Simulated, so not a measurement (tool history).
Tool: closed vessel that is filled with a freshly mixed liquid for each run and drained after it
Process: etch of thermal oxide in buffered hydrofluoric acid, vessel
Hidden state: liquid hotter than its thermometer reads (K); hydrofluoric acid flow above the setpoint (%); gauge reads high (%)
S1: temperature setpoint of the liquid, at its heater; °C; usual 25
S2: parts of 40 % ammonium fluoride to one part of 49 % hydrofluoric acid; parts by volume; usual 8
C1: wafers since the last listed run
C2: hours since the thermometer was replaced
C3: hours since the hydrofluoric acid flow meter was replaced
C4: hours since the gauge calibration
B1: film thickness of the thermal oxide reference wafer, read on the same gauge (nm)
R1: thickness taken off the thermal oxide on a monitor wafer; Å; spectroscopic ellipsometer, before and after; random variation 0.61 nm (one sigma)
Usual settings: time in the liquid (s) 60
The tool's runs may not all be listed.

run 1 day=0 | S1=23 S2=9 time_in_the_liquid_(s)=60 | C1=0 C2=755.3 C3=944.1 C4=1461.9 | B1=50.01 | R1=786.2
run 2 day=3.754 | S1=25 S2=8 time_in_the_liquid_(s)=60 | C1=13572 C2=845.4 C3=1034.2 C4=1552 | B1=50 | R1=1000.1
run 3 day=8.1 | S1=27 S2=8 time_in_the_liquid_(s)=60 | C1=15712 C2=949.7 C3=1138.5 C4=1656.3 | B1=49.98 | R1=1105
run 4 day=11.392 | S1=27 S2=8 time_in_the_liquid_(s)=60 | C1=11900 C2=1028.7 C3=1217.5 C4=1735.3 | B1=50.01 | R1=1115.7
run 5 day=16.229 | S1=27 S2=8 time_in_the_liquid_(s)=60 | C1=17489 C2=1144.8 C3=1333.6 C4=1851.4 | B1=49.99 | R1=1115.7
run 6 day=19.429 | S1=25 S2=8 time_in_the_liquid_(s)=60 | C1=11569 C2=1221.6 C3=1410.4 C4=1928.2 | B1=49.99 | R1=994.5
run 7 day=22.346 | S1=25 S2=8 time_in_the_liquid_(s)=60 | C1=10544 C2=1291.6 C3=1480.4 C4=1998.2 | B1=50 | R1=1013.7
run 8 day=24.292 | S1=25 S2=8 time_in_the_liquid_(s)=60 | C1=7035 C2=1338.3 C3=1527.1 C4=2044.9 | B1=49.99 | R1=1008.6
run 9 day=28.675 | S1=25 S2=8 time_in_the_liquid_(s)=60 | C1=15847 C2=1443.5 C3=1632.3 C4=2150.1 | B1=49.98 | R1=1000.1
run 10 day=32.558 | S1=25 S2=8 time_in_the_liquid_(s)=60 | C1=14039 C2=1536.7 C3=1725.5 C4=2243.3 | B1=50.02 | R1=1014.4
run 11 day=36.204 | S1=25 S2=8 time_in_the_liquid_(s)=60 | C1=13181 C2=1624.2 C3=1813 C4=2330.8 | B1=49.99 | R1=1002.2
run 12 day=38.988 | S1=25 S2=8 time_in_the_liquid_(s)=60 | C1=10062 C2=1691 C3=1879.8 C4=2397.6 | B1=50 | R1=1022.9
-- day=40.138 gauge calibrated
run 13 day=41.104 | S1=29 S2=7 time_in_the_liquid_(s)=60 | C1=7652 C2=1741.8 C3=1930.6 C4=23.2 | B1=50 | R1=1430
run 14 day=45.317 | S1=29.5 S2=8 time_in_the_liquid_(s)=35 | C1=15229 C2=1842.9 C3=2031.7 C4=124.3 | B1=50 | R1=753
run 15 day=47.162 | S1=28 S2=9 time_in_the_liquid_(s)=35 | C1=6673 C2=1887.2 C3=2076 C4=168.6 | B1=50 | R1=607.8
run 16 day=49.488 | S1=27.5 S2=10 time_in_the_liquid_(s)=40 | C1=8405 C2=1943 C3=2131.8 C4=224.4 | B1=49.99 | R1=636.1
-- day=58.333 hydrofluoric acid flow meter replaced
run 17 day=61.688 | S1=22 S2=8 time_in_the_liquid_(s)=60 | C1=43957 C2=2235.8 C3=80.5 C4=517.2 | B1=50.02 | R1=872.8
run 18 day=65.604 | S1=23 S2=9.5 time_in_the_liquid_(s)=95 | C1=14160 C2=2329.8 C3=174.5 C4=611.2 | B1=50.01 | R1=1234.6
run 19 day=67.483 | S1=25 S2=8 time_in_the_liquid_(s)=60 | C1=6793 C2=2374.9 C3=219.6 C4=656.3 | B1=49.99 | R1=1019.1
-- day=68.446 thermometer replaced
run 20 day=71.362 | S1=25 S2=10 time_in_the_liquid_(s)=75 | C1=13874 C2=70 C3=312.7 C4=749.4 | B1=50.02 | R1=1010.5
run 21 day=73.004 | S1=20.5 S2=8 time_in_the_liquid_(s)=35 | C1=5935 C2=109.4 C3=352.1 C4=788.8 | B1=49.98 | R1=447.3
run 22 day=75.479 | S1=25 S2=8 time_in_the_liquid_(s)=60 | C1=8948 C2=168.8 C3=411.5 C4=848.2 | B1=50 | R1=982.6
run 23 day=79.396 | S1=21.5 S2=8 time_in_the_liquid_(s)=60 | C1=14160 C2=262.8 C3=505.5 C4=942.2 | B1=50 | R1=804.1
run 24 day=82.475 | S1=25 S2=7 time_in_the_liquid_(s)=60 | C1=11132 C2=336.7 C3=579.4 C4=1016.1 | B1=50.01 | R1=1140.5
run 25 day=84.962 | S1=25 S2=8 time_in_the_liquid_(s)=60 | C1=8993 C2=396.4 C3=639.1 C4=1075.8 | B1=50 | R1=979
run 26 day=88.821 | S1=25 S2=8 time_in_the_liquid_(s)=40 | C1=13949 C2=489 C3=731.7 C4=1168.4 | B1=50 | R1=656.9
run 27 day=90.921 | S1=25 S2=6.5 time_in_the_liquid_(s)=60 | C1=7592 C2=539.4 C3=782.1 C4=1218.8 | B1=49.98 | R1=1220.3
run 28 day=94.4 | S1=25 S2=9.5 time_in_the_liquid_(s)=60 | C1=12578 C2=622.9 C3=865.6 C4=1302.3 | B1=50.03 | R1=839.6
run 29 day=106.642 | S1=25 S2=8 time_in_the_liquid_(s)=60 | C1=44258 C2=916.7 C3=1159.4 C4=1596.1 | B1=50 | R1=976.6
run 30 day=117.712 | S1=26.5 S2=9 time_in_the_liquid_(s)=35 | C1=40025 C2=1182.4 C3=1425.1 C4=1861.8 | B1=50.01 | R1=550.7
run 31 day=123.438 | S1=23.5 S2=7 time_in_the_liquid_(s)=75 | C1=20698 C2=1319.8 C3=1562.5 C4=1999.2 | B1=50 | R1=1337
-- day=126.154 gauge calibrated
run 32 day=126.321 | S1=25 S2=10 time_in_the_liquid_(s)=75 | C1=10424 C2=1389 C3=1631.7 C4=4 | B1=50.01 | R1=1031.9

The tool's hidden state at each run:
hydrofluoric acid flow above the setpoint (%): 0 in every run
gauge reads high (%): 0 in every run
H1: liquid hotter than its thermometer reads (K)
run=1 H1=0.378
run=2 H1=0.409
run=3 H1=0.444
run=4 H1=0.471
run=5 H1=0.511
run=6 H1=0.537
run=7 H1=0.561
run=8 H1=0.577
run=9 H1=0.613
run=10 H1=0.645
run=11 H1=0.675
run=12 H1=0.698
run=13 H1=0.715
run=14 H1=0.75
run=15 H1=0.765
run=16 H1=0.784
run=17 H1=0.884
run=18 H1=0.916
run=19 H1=0.931
run=20 H1=0.0646
run=21 H1=0.0781
run=22 H1=0.0984
run=23 H1=0.131
run=24 H1=0.156
run=25 H1=0.176
run=26 H1=0.208
run=27 H1=0.225
run=28 H1=0.254
run=29 H1=0.354
run=30 H1=0.445
run=31 H1=0.492
run=32 H1=0.515
